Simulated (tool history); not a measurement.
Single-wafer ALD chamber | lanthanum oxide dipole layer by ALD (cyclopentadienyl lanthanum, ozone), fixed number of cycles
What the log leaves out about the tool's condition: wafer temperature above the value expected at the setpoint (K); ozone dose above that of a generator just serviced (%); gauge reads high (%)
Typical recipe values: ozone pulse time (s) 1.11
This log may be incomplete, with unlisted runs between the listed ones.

run,hour,ozone pulse time (s),wafers since the last listed run,hours since the last thermocouple change,hours since the last ozone generator service,hours since the showerhead was replaced,hours since the gauge calibration,"read-back reference wafer on the same gauge, thickness_nm",mean film thickness on the monitor wafer (angstrom)
1,0,1.44,0,1024.7,374.2,5287.1,203.5,0.566,5.43
2,17.6,1.44,202,1042.3,391.8,5304.7,221.1,0.566,5.4
3,34.8,1.11,198,1059.5,409,5321.9,238.3,0.566,5.04
4,56.8,1.11,253,1081.5,431,5343.9,260.3,0.566,5.05
5,71.5,1.11,169,1096.2,445.7,5358.6,275,0.566,5.05
6,105.3,1.22,389,1130,479.5,5392.4,308.8,0.566,5.18
7,137.5,1.22,371,1162.2,511.7,5424.6,341,0.566,5.17
# hour 186.8: ozone generator serviced
# hour 230.9: gauge calibrated
8,233.7,1.22,1016,1258.4,46.9,5520.8,2.8,0.566,5.23
9,268.4,1.11,399,1293.1,81.6,5555.5,37.5,0.566,5.09
10,304,1.11,410,1328.7,117.2,5591.1,73.1,0.566,5.08
11,332.9,1.11,333,1357.6,146.1,5620,102,0.566,5.06
# hour 358.2: thermocouple changed; heater temperature recalibrated
12,359.5,1.11,214,1.3,172.7,5646.6,128.6,0.566,5.09
13,372.3,1.28,147,14.1,185.5,5659.4,141.4,0.566,5.29
# hour 391: showerhead replaced
14,391.5,1.26,129,33.3,204.7,0.5,160.6,0.566,5.28
15,422.9,1.48,361,64.7,236.1,31.9,192,0.566,5.46
16,445.5,1.51,260,87.3,258.7,54.5,214.6,0.566,5.46
17,471.9,1.11,304,113.7,285.1,80.9,241,0.566,5.07
18,490,0.92,208,131.8,303.2,99,259.1,0.566,4.68
19,505.1,0.81,174,146.9,318.3,114.1,274.2,0.566,4.38
20,538.3,1.37,382,180.1,351.5,147.3,307.4,0.566,5.36
21,556,1.45,204,197.8,369.2,165,325.1,0.566,5.42
22,590.7,1.25,399,232.5,403.9,199.7,359.8,0.566,5.21

Per-run results on a tool with no hidden state, each run keeping its own random variation:
run,mean film thickness on the monitor wafer (angstrom)
1,5.46
2,5.43
3,5.09
4,5.11
5,5.1
6,5.24
7,5.23
8,5.24
9,5.1
10,5.09
11,5.08
12,5.12
13,5.3
14,5.3
15,5.47
16,5.48
17,5.11
18,4.73
19,4.43
20,5.39
21,5.45
22,5.25

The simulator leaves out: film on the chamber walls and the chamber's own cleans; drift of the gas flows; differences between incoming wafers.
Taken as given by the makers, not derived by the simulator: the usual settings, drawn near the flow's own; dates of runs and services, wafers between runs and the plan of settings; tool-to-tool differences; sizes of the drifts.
